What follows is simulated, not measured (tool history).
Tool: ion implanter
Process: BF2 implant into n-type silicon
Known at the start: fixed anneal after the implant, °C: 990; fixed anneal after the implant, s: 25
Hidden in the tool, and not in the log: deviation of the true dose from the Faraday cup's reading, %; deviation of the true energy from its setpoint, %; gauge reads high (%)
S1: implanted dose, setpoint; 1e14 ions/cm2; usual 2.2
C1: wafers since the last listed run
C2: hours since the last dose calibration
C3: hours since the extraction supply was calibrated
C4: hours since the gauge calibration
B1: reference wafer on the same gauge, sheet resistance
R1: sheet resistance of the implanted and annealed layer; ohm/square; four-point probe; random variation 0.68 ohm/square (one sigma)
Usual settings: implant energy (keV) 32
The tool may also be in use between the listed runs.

run 1 hour=0 | S1=2.2 implant_energy_(keV)=32 | C1=0 C2=1473.3 C3=5312.3 C4=682.9 | B1=534.95 | R1=444.85
run 2 hour=32.9 | S1=2.2 implant_energy_(keV)=32 | C1=629 C2=1506.2 C3=5345.2 C4=715.8 | B1=535.23 | R1=444.42
run 3 hour=64.4 | S1=2.2 implant_energy_(keV)=32 | C1=602 C2=1537.7 C3=5376.7 C4=747.3 | B1=535.09 | R1=445.04
run 4 hour=86.9 | S1=2.2 implant_energy_(keV)=32 | C1=430 C2=1560.2 C3=5399.2 C4=769.8 | B1=534.97 | R1=445.77
run 5 hour=116.5 | S1=2.2 implant_energy_(keV)=28.5 | C1=566 C2=1589.8 C3=5428.8 C4=799.4 | B1=535.07 | R1=448.04
run 6 hour=143.2 | S1=2.2 implant_energy_(keV)=28.5 | C1=510 C2=1616.5 C3=5455.5 C4=826.1 | B1=535.05 | R1=447.71
run 7 hour=178.7 | S1=2.2 implant_energy_(keV)=37.5 | C1=679 C2=1652 C3=5491 C4=861.6 | B1=535.01 | R1=438.38
run 8 hour=194 | S1=2.2 implant_energy_(keV)=32 | C1=292 C2=1667.3 C3=5506.3 C4=876.9 | B1=535.01 | R1=442.22
run 9 hour=222 | S1=2.2 implant_energy_(keV)=32 | C1=535 C2=1695.3 C3=5534.3 C4=904.9 | B1=534.75 | R1=444.5
run 10 hour=239.3 | S1=2.2 implant_energy_(keV)=32 | C1=331 C2=1712.6 C3=5551.6 C4=922.2 | B1=535.05 | R1=445.27
-- hour=269 Faraday cup replaced and dose calibrated
run 11 hour=273.6 | S1=2.2 implant_energy_(keV)=32 | C1=503 C2=4.6 C3=5585.9 C4=956.5 | B1=534.94 | R1=452.8
run 12 hour=304.6 | S1=2.2 implant_energy_(keV)=32 | C1=593 C2=35.6 C3=5616.9 C4=987.5 | B1=535.1 | R1=452.74
-- hour=335.4 gauge calibrated
run 13 hour=336.2 | S1=1.99 implant_energy_(keV)=35.5 | C1=604 C2=67.2 C3=5648.5 C4=0.8 | B1=534.93 | R1=487.8
run 14 hour=364 | S1=2.64 implant_energy_(keV)=26.5 | C1=532 C2=95 C3=5676.3 C4=28.6 | B1=535.13 | R1=393.53
run 15 hour=389 | S1=1.74 implant_energy_(keV)=41 | C1=478 C2=120 C3=5701.3 C4=53.6 | B1=535 | R1=531.53
run 16 hour=414.8 | S1=2.5 implant_energy_(keV)=36.5 | C1=493 C2=145.8 C3=5727.1 C4=79.4 | B1=535 | R1=402.85
run 17 hour=443.6 | S1=1.66 implant_energy_(keV)=32 | C1=551 C2=174.6 C3=5755.9 C4=108.2 | B1=534.85 | R1=565.88
-- hour=456.2 extraction supply calibrated
run 18 hour=456.7 | S1=1.81 implant_energy_(keV)=28.5 | C1=97 C2=187.7 C3=0.5 C4=121.3 | B1=534.74 | R1=535.58
run 19 hour=472.8 | S1=2.68 implant_energy_(keV)=32 | C1=308 C2=203.8 C3=16.6 C4=137.4 | B1=535.1 | R1=383.61
run 20 hour=504.4 | S1=2.54 implant_energy_(keV)=24.5 | C1=604 C2=235.4 C3=48.2 C4=169 | B1=534.89 | R1=407.85
run 21 hour=535.5 | S1=2.2 implant_energy_(keV)=32 | C1=595 C2=266.5 C3=79.3 C4=200.1 | B1=535.08 | R1=450.74
run 22 hour=571.1 | S1=1.66 implant_energy_(keV)=32 | C1=681 C2=302.1 C3=114.9 C4=235.7 | B1=534.82 | R1=565.52
run 23 hour=584.2 | S1=2.2 implant_energy_(keV)=32 | C1=250 C2=315.2 C3=128 C4=248.8 | B1=534.97 | R1=450.61
run 24 hour=609.2 | S1=2.84 implant_energy_(keV)=32 | C1=478 C2=340.2 C3=153 C4=273.8 | B1=535.22 | R1=365.4
run 25 hour=625.8 | S1=2.38 implant_energy_(keV)=29 | C1=317 C2=356.8 C3=169.6 C4=290.4 | B1=535.12 | R1=425.25
run 26 hour=655.9 | S1=1.65 implant_energy_(keV)=37 | C1=576 C2=386.9 C3=199.7 C4=320.5 | B1=535.1 | R1=558.79
run 27 hour=688.9 | S1=2.2 implant_energy_(keV)=32 | C1=631 C2=419.9 C3=232.7 C4=353.5 | B1=535.04 | R1=449.2
run 28 hour=707.1 | S1=1.84 implant_energy_(keV)=32 | C1=348 C2=438.1 C3=250.9 C4=371.7 | B1=535.31 | R1=521.32
run 29 hour=726.3 | S1=2.56 implant_energy_(keV)=36.5 | C1=367 C2=457.3 C3=270.1 C4=390.9 | B1=535.19 | R1=394.56
run 30 hour=745.2 | S1=1.55 implant_energy_(keV)=32 | C1=361 C2=476.2 C3=289 C4=409.8 | B1=534.81 | R1=597.13
run 31 hour=772.3 | S1=2.2 implant_energy_(keV)=32 | C1=518 C2=503.3 C3=316.1 C4=436.9 | B1=534.63 | R1=450.19
run 32 hour=804.7 | S1=2.2 implant_energy_(keV)=32 | C1=620 C2=535.7 C3=348.5 C4=469.3 | B1=535.05 | R1=450.04
run 33 hour=822.4 | S1=2.38 implant_energy_(keV)=32 | C1=338 C2=553.4 C3=366.2 C4=487 | B1=534.81 | R1=422.36
run 34 hour=848.2 | S1=1.82 implant_energy_(keV)=22 | C1=493 C2=579.2 C3=392 C4=512.8 | B1=535.19 | R1=543.12
run 35 hour=870.1 | S1=2.2 implant_energy_(keV)=28.5 | C1=419 C2=601.1 C3=413.9 C4=534.7 | B1=535.16 | R1=452.03
run 36 hour=891.1 | S1=2.2 implant_energy_(keV)=32 | C1=401 C2=622.1 C3=434.9 C4=555.7 | B1=534.86 | R1=448.06

5 ways to go on from here, each from the tool as it stands after run 36. What would each give?
run A hour=891.5 | S1=2.48 implant_energy_(keV)=32 | C1=7 C2=622.5 C3=435.3 C4=556.1 | B1=? | R1=?
run B hour=891.5 | S1=2.2 implant_energy_(keV)=24 | C1=7 C2=622.5 C3=435.3 C4=556.1 | B1=? | R1=?
run C hour=891.5 | S1=2.62 implant_energy_(keV)=32 | C1=7 C2=622.5 C3=435.3 C4=556.1 | B1=? | R1=?
run D hour=891.5 | S1=2.58 implant_energy_(keV)=32 | C1=7 C2=622.5 C3=435.3 C4=556.1 | B1=? | R1=?
run E hour=891.5 | S1=1.69 implant_energy_(keV)=32 | C1=7 C2=622.5 C3=435.3 C4=556.1 | B1=? | R1=?

run=A B1=534.87 R1=406.77
run=B B1=534.87 R1=458.13
run=C B1=534.87 R1=388.51
run=D B1=534.87 R1=393.55
run=E B1=534.87 R1=555.95
Without the tool's hidden state the same runs would have given:
run=A R1=410.23
run=B R1=462.09
run=C R1=391.84
run=D R1=396.92
run=E R1=560.5

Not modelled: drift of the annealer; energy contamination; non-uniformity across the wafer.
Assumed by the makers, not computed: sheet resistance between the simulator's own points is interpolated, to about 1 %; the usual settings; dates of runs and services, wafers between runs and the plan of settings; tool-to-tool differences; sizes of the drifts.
